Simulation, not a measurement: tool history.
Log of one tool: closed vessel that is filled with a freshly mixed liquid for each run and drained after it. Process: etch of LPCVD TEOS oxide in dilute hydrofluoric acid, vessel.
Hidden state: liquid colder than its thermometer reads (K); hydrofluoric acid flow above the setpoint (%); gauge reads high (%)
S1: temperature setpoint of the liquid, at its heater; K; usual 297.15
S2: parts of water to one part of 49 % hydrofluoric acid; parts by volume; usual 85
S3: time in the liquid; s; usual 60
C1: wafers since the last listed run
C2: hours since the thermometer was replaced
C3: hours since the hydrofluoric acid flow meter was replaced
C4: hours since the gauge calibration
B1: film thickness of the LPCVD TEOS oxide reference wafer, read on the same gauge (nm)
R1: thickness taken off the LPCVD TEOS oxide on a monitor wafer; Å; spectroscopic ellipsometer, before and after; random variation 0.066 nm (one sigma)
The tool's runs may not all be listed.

run	hour	S1	S2	S3	C1	C2	C3	C4	B1	R1
1	0.0	297.15	85	60	0	556.6	963.4	326.7	139.99	154.0
# hour 70.7: thermometer replaced
2	107.9	297.15	85	60	9793	37.2	1071.3	434.6	139.98	158.9
3	195.1	297.15	85	60	7988	124.4	1158.5	521.8	140.00	158.9
4	264.4	297.15	85	60	6348	193.7	1227.8	591.1	140.01	157.9
5	329.9	297.15	85	60	6000	259.2	1293.3	656.6	140.01	156.8
6	403.3	297.15	85	60	6724	332.6	1366.7	730.0	140.00	155.7
7	441.7	297.15	115	60	3517	371.0	1405.1	768.4	139.98	110.4
# hour 518.7: gauge calibrated
8	532.4	297.15	115	60	8308	461.7	1495.8	13.7	140.02	109.7
9	570.7	297.15	115	60	3508	500.0	1534.1	52.0	140.00	109.7
# hour 582.3: thermometer replaced
10	665.7	297.15	75	60	8611	83.4	1629.1	147.0	140.02	185.4
11	772.2	297.15	50	85	9756	189.9	1735.6	253.5	140.02	396.2
12	814.7	297.15	85	60	3893	232.4	1778.1	296.0	139.99	157.7
# hour 828.0: hydrofluoric acid flow meter replaced
13	901.8	297.15	115	60	7887	319.5	73.8	383.1	140.00	112.9
14	960.3	293.65	60	85	5359	378.0	132.3	441.6	140.02	279.2
15	1045.1	297.15	65	40	7768	462.8	217.1	526.4	140.00	139.8
16	1112.3	297.15	85	60	6156	530.0	284.3	593.6	140.01	154.2
# hour 1156.2: thermometer replaced
17	1167.4	293.15	125	75	4956	11.2	339.4	648.7	140.00	110.7
18	1236.3	297.15	110	75	6311	80.1	408.3	717.6	140.02	147.8

5 ways to go on from here, each from the tool as it stands after run 18. What would each give?
A	1237.0	297.15	85	60	64	80.8	409.0	718.3	?	?
B	1237.0	301.65	85	80	64	80.8	409.0	718.3	?	?
C	1237.0	300.15	85	90	64	80.8	409.0	718.3	?	?
D	1237.0	297.15	60	30	64	80.8	409.0	718.3	?	?
E	1237.0	299.65	55	85	64	80.8	409.0	718.3	?	?

run	B1	R1
A	139.98	158.4
B	139.98	252.1
C	139.98	267.6
D	139.98	115.8
E	139.98	398.9
Without the tool's hidden state the same runs would have given:
run	R1
A	160.1
B	254.8
C	270.4
D	117.1
E	403.3
